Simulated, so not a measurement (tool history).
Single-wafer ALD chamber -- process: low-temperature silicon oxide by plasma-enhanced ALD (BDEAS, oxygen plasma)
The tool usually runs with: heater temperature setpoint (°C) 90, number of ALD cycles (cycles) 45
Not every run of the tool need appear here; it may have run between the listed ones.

run,day,heater temperature setpoint (°C),number of ALD cycles (cycles),wafers since the last listed run,hours since the last thermocouple change,hours since the gauge calibration,"read-back reference wafer on the same gauge, thickness_nm",mean film thickness on the monitor wafer (angstrom)
1,0,90,45,0,1082.2,134.4,6.17,67.06
2,0.617,90,45,105,1097,149.2,6.178,67.11
3,1.071,90,45,77,1107.9,160.1,6.171,66.94
4,1.388,90,45,54,1115.5,167.7,6.171,67.03
5,2.071,90,45,116,1131.9,184.1,6.165,66.95
6,2.362,90,45,49,1138.9,191.1,6.158,66.88
7,2.938,90,45,98,1152.7,204.9,6.157,66.77
8,3.538,90,52,102,1167.1,219.3,6.154,77.57
9,3.867,90,52,56,1175,227.2,6.159,77.38
10,4.204,90,45,57,1183.1,235.3,6.155,66.76
11,4.617,90,45,70,1193,245.2,6.139,66.69
12,5.342,90,45,123,1210.4,262.6,6.138,66.56
13,6.038,82,45,118,1227.1,279.3,6.14,68.34
14,6.554,82,45,88,1239.5,291.7,6.139,68.3
15,7.233,82,45,116,1255.8,308,6.131,68.07
# day 7.367: gauge calibrated
16,7.579,90,45,59,1264.1,5.1,6.192,67.29
17,8.029,90,45,76,1274.9,15.9,6.196,66.8
18,8.675,90,45,110,1290.4,31.4,6.191,67.3
19,9.129,90,45,77,1301.3,42.3,6.181,66.94
20,9.729,90,45,102,1315.7,56.7,6.177,67.16
21,10.312,90,45,99,1329.7,70.7,6.175,67.17
22,10.883,81,47,97,1343.4,84.4,6.17,71.96
23,11.462,100,45,99,1357.3,98.3,6.18,64.97
24,13.067,82,36,274,1395.8,136.8,6.173,54.97
25,13.542,90,38,81,1407.2,148.2,6.164,56.22
26,13.796,86,37,43,1413.3,154.3,6.164,55.45
27,14.062,97,48,45,1419.7,160.7,6.155,69.74
28,14.692,104,52,107,1434.8,175.8,6.151,74.14
29,15.021,90,45,56,1442.7,183.7,6.146,66.53
30,15.675,103,45,111,1458.4,199.4,6.154,63.98
31,16.271,100,49,101,1472.7,213.7,6.14,70.74
# day 16.708: thermocouple changed; heater temperature recalibrated
32,16.729,90,45,21,0.5,224.7,6.144,66.68
33,17.329,101,49,102,14.9,239.1,6.142,70.11
34,17.746,90,36,71,24.9,249.1,6.134,53.24
35,18.229,90,45,82,36.5,260.7,6.134,66.44
36,18.6,75,45,63,45.4,269.6,6.128,69.58
37,18.862,96,37,44,51.7,275.9,6.133,53.61
38,19.496,82,45,108,66.9,291.1,6.12,67.84
39,21.042,90,45,264,104,328.2,6.12,66.42
40,21.638,82,45,101,118.3,342.5,6.108,67.86
# day 21.954: gauge calibrated
41,22.325,90,45,117,134.8,8.9,6.203,67.37

Hidden state, per run?
wafer temperature above the value expected at the setpoint (K): 0 across all the runs
H1: gauge reads high (%)
run,H1
1,-0.4
2,-0.459
3,-0.503
4,-0.533
5,-0.599
6,-0.627
7,-0.682
8,-0.74
9,-0.771
10,-0.804
11,-0.843
12,-0.913
13,-0.98
14,-1.03
15,-1.09
16,-0.0699
17,-0.113
18,-0.175
19,-0.219
20,-0.276
21,-0.332
22,-0.387
23,-0.443
24,-0.597
25,-0.642
26,-0.667
27,-0.692
28,-0.753
29,-0.784
30,-0.847
31,-0.904
32,-0.948
33,-1.01
34,-1.05
35,-1.09
36,-1.13
37,-1.15
38,-1.21
39,-1.36
40,-1.42
41,0.147

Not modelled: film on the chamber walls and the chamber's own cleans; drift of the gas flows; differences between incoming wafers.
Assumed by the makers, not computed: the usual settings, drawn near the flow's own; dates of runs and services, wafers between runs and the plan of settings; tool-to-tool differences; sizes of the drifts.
